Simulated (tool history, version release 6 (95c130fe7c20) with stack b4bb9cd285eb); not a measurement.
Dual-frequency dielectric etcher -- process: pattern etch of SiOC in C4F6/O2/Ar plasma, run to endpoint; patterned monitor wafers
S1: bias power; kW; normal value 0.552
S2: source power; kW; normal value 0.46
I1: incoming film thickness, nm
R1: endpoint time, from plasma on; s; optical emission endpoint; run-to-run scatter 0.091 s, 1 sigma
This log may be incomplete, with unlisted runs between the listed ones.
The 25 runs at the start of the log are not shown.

run	hour	S1	S2	I1	R1
26	1573.1	0.552	0.5	39.5	11.9
27	1637.2	0.481	0.46	39.13	12.6
# hour 1673.9: wet clean of the chamber
28	1677.8	0.477	0.49	39.39	12.5
# hour 1693.5: source power generator calibrated
29	1784.4	0.552	0.51	39.59	11.5
30	1862.9	0.552	0.36	39.68	13.9
31	1957.1	0.552	0.46	39.12	12.2
32	2002.4	0.677	0.46	39.27	11.5
33	2109.7	0.684	0.38	39.83	12.7
# hour 2197.1: wet clean of the chamber
34	2197.6	0.552	0.46	39.6	12.2

Here are 5 independent what-if runs from the current tool condition. What would each one return?
A	2198	0.69	0.46	39.31	?
B	2198	0.552	0.41	39.31	?
C	2198	0.604	0.37	39.31	?
D	2198	0.46	0.54	39.31	?
E	2198	0.591	0.42	39.31	?

run	R1
A	11.5
B	13
C	13.4
D	12
E	12.6
Without the tool's hidden state the same runs would have given:
run	R1
A	11.5
B	13
C	13.3
D	11.9
E	12.6

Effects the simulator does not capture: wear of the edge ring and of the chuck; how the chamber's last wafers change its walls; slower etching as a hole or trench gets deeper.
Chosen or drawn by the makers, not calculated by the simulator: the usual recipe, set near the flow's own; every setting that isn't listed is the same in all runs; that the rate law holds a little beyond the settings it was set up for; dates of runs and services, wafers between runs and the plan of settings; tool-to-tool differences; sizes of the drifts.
